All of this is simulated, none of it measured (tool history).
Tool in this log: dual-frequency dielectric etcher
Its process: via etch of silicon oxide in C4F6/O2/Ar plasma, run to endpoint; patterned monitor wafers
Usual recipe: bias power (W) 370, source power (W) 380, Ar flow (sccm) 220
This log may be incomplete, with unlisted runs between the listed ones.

run,hour,bias power (W),source power (W),Ar flow (sccm),wafers since the last listed run,hours since the last wet clean,hours since the last bias power generator calibration,hours since the last source power generator calibration,hours since the last Ar flow controller change,hours since the last upper electrode change,"incoming incoming film thickness, nm",endpoint time (s)
1,0,370,380,252,0,345,2692.3,1791.6,2662.3,2908.3,95.2,24.6
2,43.7,370,380,252,635,388.7,2736,1835.3,2706,2952,95.2,24.9
3,60.5,370,380,220,244,405.5,2752.8,1852.1,2722.8,2968.8,95.4,24.7
4,73,370,380,220,181,418,2765.3,1864.6,2735.3,2981.3,94.6,24.7
5,79.2,370,380,220,90,424.2,2771.5,1870.8,2741.5,2987.5,94.7,24.2
6,89.5,370,380,220,149,434.5,2781.8,1881.1,2751.8,2997.8,96.4,25.1
7,99.3,370,380,179,142,444.3,2791.6,1890.9,2761.6,3007.6,95.8,24.4
8,106.3,370,380,179,101,451.3,2798.6,1897.9,2768.6,3014.6,94.2,24.2
9,118,370,380,179,170,463,2810.3,1909.6,2780.3,3026.3,95.5,24.5
10,124.9,344,450,169,100,469.9,2817.2,1916.5,2787.2,3033.2,94.2,22.6
11,136.6,370,380,220,170,481.6,2828.9,1928.2,2798.9,3044.9,95,24.5
12,149.1,407,380,220,181,494.1,2841.4,1940.7,2811.4,3057.4,95,23.7
13,161.1,322,380,220,174,506.1,2853.4,1952.7,2823.4,3069.4,94.4,25.6
# hour 176.4: bias power generator calibrated
# hour 196: upper electrode replaced
# hour 210.4: wet clean of the chamber
14,210.9,370,380,252,170,0.5,34.5,2002.5,2873.2,14.9,95.1,24.8
15,211.2,334,380,220,4,0.8,34.8,2002.8,2873.5,15.2,94.6,25.8
16,211.6,410,380,220,5,1.2,35.2,2003.2,2873.9,15.6,95.5,23.7
17,211.9,370,340,220,4,1.5,35.5,2003.5,2874.2,15.9,94.9,26
# hour 222.5: source power generator calibrated
# hour 230.6: Ar flow controller replaced
18,242.4,447,380,175,297,32,66,19.9,11.8,46.4,95.2,22.7
19,257,370,380,266,212,46.6,80.6,34.5,26.4,61,95.1,25
20,273.4,370,380,220,238,63,97,50.9,42.8,77.4,95.2,24.5
21,283.8,450,450,202,151,73.4,107.4,61.3,53.2,87.8,96.1,21.7
22,300.4,409,380,196,241,90,124,77.9,69.8,104.4,94.6,23.3
23,317.2,370,290,220,244,106.8,140.8,94.7,86.6,121.2,94.2,27.4
24,330.9,370,380,220,199,120.5,154.5,108.4,100.3,134.9,94.9,24.4
25,341.9,370,380,220,159,131.5,165.5,119.4,111.3,145.9,94.1,24.2
26,353,323,310,199,161,142.6,176.6,130.5,122.4,157,94.4,28
27,363.4,345,350,165,151,153,187,140.9,132.8,167.4,95.2,25.7
28,377.2,370,380,220,200,166.8,200.8,154.7,146.6,181.2,94.2,24.5
29,386.4,370,380,220,133,176,210,163.9,155.8,190.4,94.8,24.6

What if the next run were any one of these 4? Each begins from the tool's condition after run 29:
A,386.8,370,320,220,5,176.4,210.4,164.3,156.2,190.8,95.3,?
B,386.8,370,340,239,5,176.4,210.4,164.3,156.2,190.8,95.3,?
C,386.8,435,290,189,5,176.4,210.4,164.3,156.2,190.8,95.3,?
D,386.8,370,380,182,5,176.4,210.4,164.3,156.2,190.8,95.3,?

run,endpoint time (s)
A,26.5
B,26
C,25.8
D,24.3
Without the tool's unlogged condition, the same runs would have read:
run,endpoint time (s)
A,26.5
B,26
C,25.8
D,24.3
